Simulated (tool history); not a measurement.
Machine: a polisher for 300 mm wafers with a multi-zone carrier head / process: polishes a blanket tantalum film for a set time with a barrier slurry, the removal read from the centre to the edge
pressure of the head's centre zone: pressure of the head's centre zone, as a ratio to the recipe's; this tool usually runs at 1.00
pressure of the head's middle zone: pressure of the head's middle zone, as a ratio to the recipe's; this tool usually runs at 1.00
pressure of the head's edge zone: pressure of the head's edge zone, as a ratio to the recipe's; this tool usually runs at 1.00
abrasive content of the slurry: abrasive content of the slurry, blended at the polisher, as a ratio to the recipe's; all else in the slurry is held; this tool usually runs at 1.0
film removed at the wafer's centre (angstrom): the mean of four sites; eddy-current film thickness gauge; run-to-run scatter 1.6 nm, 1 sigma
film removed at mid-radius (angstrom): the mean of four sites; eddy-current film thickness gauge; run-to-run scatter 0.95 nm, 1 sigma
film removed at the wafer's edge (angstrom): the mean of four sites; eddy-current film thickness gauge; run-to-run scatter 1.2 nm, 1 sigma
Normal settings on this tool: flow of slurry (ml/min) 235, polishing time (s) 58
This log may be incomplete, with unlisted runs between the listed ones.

| run | hour | flow of slurry (ml/min) | pressure of the head's centre zone | pressure of the head's middle zone | pressure of the head's edge zone | abrasive content of the slurry | polishing time (s) | wafers since the last listed run | wafers polished on this pad | hours since the slurry nozzle was cleaned | hours since the centre zone pressure was calibrated | hours since the edge zone pressure was calibrated | hours since the carrier head's membrane was replaced | incoming thickness of the incoming film, nm | film removed at the wafer's centre (angstrom) | film removed at mid-radius (angstrom) | film removed at the wafer's edge (angstrom) |
|---|---|---|---|---|---|---|---|---|---|---|---|---|---|---|---|---|---|
| 1 | 0.0 | 235 | 1.00 | 1.00 | 1.00 | 1.0 | 58 | 0 | 689 | 574.1 | 484.4 | 479.2 | 1525.6 | 310.4 | 1289 | 1195 | 1206 |
| 2 | 15.7 | 235 | 1.00 | 1.00 | 1.00 | 1.0 | 58 | 199 | 888 | 589.8 | 500.1 | 494.9 | 1541.3 | 310.7 | 1262 | 1193 | 1211 |
| 3 | 22.8 | 235 | 1.00 | 1.00 | 1.00 | 1.0 | 58 | 90 | 979 | 596.9 | 507.2 | 502.0 | 1548.4 | 305.4 | 1293 | 1195 | 1201 |
|  | 35.7 | slurry nozzle cleaned |
|  | 39.5 | worn pad replaced by a new one |
| 4 | 40.0 | 235 | 1.08 | 1.00 | 0.88 | 1.0 | 58 | 157 | 6 | 4.3 | 524.4 | 519.2 | 1565.6 | 309.6 | 1381 | 1211 | 1153 |
| 5 | 49.6 | 235 | 1.00 | 1.00 | 1.00 | 1.0 | 58 | 121 | 128 | 13.9 | 534.0 | 528.8 | 1575.2 | 309.3 | 1267 | 1206 | 1178 |
| 6 | 57.6 | 235 | 1.00 | 1.00 | 0.89 | 0.9 | 58 | 101 | 229 | 21.9 | 542.0 | 536.8 | 1583.2 | 313.4 | 1230 | 1139 | 1120 |
|  | 62.4 | centre zone pressure recalibrated |
| 7 | 69.2 | 235 | 1.00 | 1.00 | 1.00 | 1.0 | 58 | 121 | 351 | 33.5 | 6.8 | 548.4 | 1594.8 | 313.8 | 1178 | 1195 | 1204 |
| 8 | 76.2 | 235 | 1.00 | 1.00 | 0.89 | 0.9 | 58 | 88 | 440 | 40.5 | 13.8 | 555.4 | 1601.8 | 307.6 | 1127 | 1175 | 1132 |
|  | 90.9 | edge zone pressure recalibrated |
|  | 91.0 | carrier head's membrane replaced by a new one |
| 9 | 91.5 | 235 | 1.05 | 1.00 | 1.00 | 1.0 | 58 | 167 | 608 | 55.8 | 29.1 | 0.6 | 0.5 | 307.8 | 1241 | 1205 | 1181 |
| 10 | 93.4 | 235 | 1.00 | 1.00 | 1.00 | 1.0 | 58 | 24 | 632 | 57.7 | 31.0 | 2.5 | 2.4 | 308.3 | 1160 | 1194 | 1190 |
| 11 | 108.0 | 180 | 1.00 | 1.00 | 1.00 | 0.8 | 58 | 185 | 818 | 72.3 | 45.6 | 17.1 | 17.0 | 305.1 | 1080 | 1082 | 1085 |
| 12 | 116.9 | 210 | 1.00 | 1.08 | 1.00 | 1.3 | 68 | 113 | 931 | 81.2 | 54.5 | 26.0 | 25.9 | 305.1 | 1457 | 1579 | 1503 |
| 13 | 134.9 | 235 | 1.00 | 1.00 | 1.00 | 1.0 | 58 | 228 | 1159 | 99.2 | 72.5 | 44.0 | 43.9 | 309.4 | 1193 | 1195 | 1185 |
| 14 | 147.1 | 155 | 1.00 | 1.09 | 1.00 | 1.0 | 58 | 154 | 1314 | 111.4 | 84.7 | 56.2 | 56.1 | 310.8 | 1141 | 1228 | 1144 |

What does the tool deliver on the next run?
|  | 151.4 | worn pad replaced by a new one |
| 15 | 162.0 | 295 | 1.00 | 1.00 | 1.00 | 1.0 | 58 | 138 | 134 | 126.3 | 99.6 | 71.1 | 71.0 | 306.3 | ? | ? | ? |

Run 15 yielded film removed at the wafer's centre (angstrom) 1252, film removed at mid-radius (angstrom) 1218, film removed at the wafer's edge (angstrom) 1207.
Were there no unlogged condition in the tool, this run, its random variation unchanged, would have produced film removed at the wafer's centre (angstrom) 1199, film removed at mid-radius (angstrom) 1219, film removed at the wafer's edge (angstrom) 1207.
